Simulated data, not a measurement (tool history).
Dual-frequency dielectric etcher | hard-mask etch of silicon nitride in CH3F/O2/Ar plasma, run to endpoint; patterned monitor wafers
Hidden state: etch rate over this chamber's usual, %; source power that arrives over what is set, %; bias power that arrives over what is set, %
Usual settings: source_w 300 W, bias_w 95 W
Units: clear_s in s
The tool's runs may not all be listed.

run    hour  source_w  bias_w  wafers since the last listed run  hours since the last wet clean  hours since the last source power generator calibration  hours since the last bias power generator calibration  hours since the last upper electrode change  incoming incoming film thickness, nm  clear_s
  1       0       300      95                                 0                           213.9                                                     3009                                                 1371.5                                         4566                                 45.88     65.3
  2    56.2       300      95                               841                           270.1                                                   3065.2                                                 1427.7                                       4622.2                                 45.36     64.7
  3   119.5       300      95                               947                           333.4                                                   3128.5                                                   1491                                       4685.5                                 45.56       65
  4   214.1       300      95                              1416                             428                                                   3223.1                                                 1585.6                                       4780.1                                 45.52     65.3
        244  -- wet clean of the chamber
  5   291.4       300      95                               798                            47.4                                                   3300.4                                                 1662.9                                       4857.4                                  45.7     64.6
  6     380       300      95                              1326                             136                                                     3389                                                 1751.5                                         4946                                 45.36     64.1
  7     474       300      95                              1407                             230                                                     3483                                                 1845.5                                         5040                                 45.56     64.1
  8   568.8       300      88                              1419                           324.8                                                   3577.8                                                 1940.3                                       5134.8                                 45.82     67.8
  9   643.2       300      88                              1113                           399.2                                                   3652.2                                                 2014.7                                       5209.2                                 45.79     68.3
 10   694.8       300      95                               772                           450.8                                                   3703.8                                                 2066.3                                       5260.8                                  46.2     67.6
        761  -- wet clean of the chamber
 11   761.5       350     112                               639                             0.5                                                   3770.5                                                   2133                                       5327.5                                 45.52     56.4
 12   811.2       350      95                               744                            50.2                                                   3820.2                                                 2182.7                                       5377.2                                 45.37     59.8
 13   876.8       300      95                               982                           115.8                                                   3885.8                                                 2248.3                                       5442.8                                 45.52     63.8
 14   921.9       240     101                               675                           160.9                                                   3930.9                                                 2293.4                                       5487.9                                 45.59     68.8
 15   994.8       360      87                              1091                           233.8                                                   4003.8                                                 2366.3                                       5560.8                                    46       62
     1081.2  -- upper electrode replaced
 16  1081.7       300     108                               941                           320.7                                                   4090.7                                                 2453.2                                          0.5                                  45.9     63.6
 17  1146.3       350     112                               967                           385.3                                                   4155.3                                                 2517.8                                         65.1                                 45.76     58.8
 18  1199.1       300      77                               790                           438.1                                                   4208.1                                                 2570.6                                        117.9                                 45.22       69
     1259.4  -- wet clean of the chamber
 19  1301.2       230     102                              1169                            41.8                                                   4310.2                                                 2672.7                                          220                                 45.66     69.2
     1311.8  -- bias power generator calibrated
 20    1377       260      95                              1075                           117.6                                                     4386                                                   65.2                                        295.8                                 45.64     66.3
     1411.1  -- source power generator calibrated
 21  1475.6       300      95                              1416                           216.2                                                     64.5                                                  163.8                                        394.4                                 45.97     65.1
 22  1543.6       340      95                              1018                           284.2                                                    132.5                                                  231.8                                        462.4                                 45.52     61.3
 23    1636       260      77                              1383                           376.6                                                    224.9                                                  324.2                                        554.8                                 45.77     74.1
     1677.7  -- wet clean of the chamber
 24  1684.2       330     108                               362                             6.5                                                    273.1                                                  372.4                                          603                                 45.58     58.8
 25  1776.9       300      95                              1387                            99.2                                                    365.8                                                  465.1                                        695.7                                 45.89     62.6
 26  1883.7       300      95                              1599                             206                                                    472.6                                                  571.9                                        802.5                                  45.7     64.2
 27    1942       330      88                               872                           264.3                                                    530.9                                                  630.2                                        860.8                                 45.45     63.8

4 ways to go on from here, each from the tool as it stands after run 27. What would each give?
  A  1942.4       300      95                                 5                           264.7                                                    531.3                                                  630.6                                        861.2                                 45.08        ?
  B  1942.4       320     106                                 5                           264.7                                                    531.3                                                  630.6                                        861.2                                 45.08        ?
  C  1942.4       260     118                                 5                           264.7                                                    531.3                                                  630.6                                        861.2                                 45.08        ?
  D  1942.4       270      95                                 5                           264.7                                                    531.3                                                  630.6                                        861.2                                 45.08        ?

run  clear_s
  A     63.3
  B     59.7
  C     62.4
  D     65.9
Without the tool's hidden state the same runs would have given:
run  clear_s
  A       62
  B     58.5
  C     61.1
  D     64.6
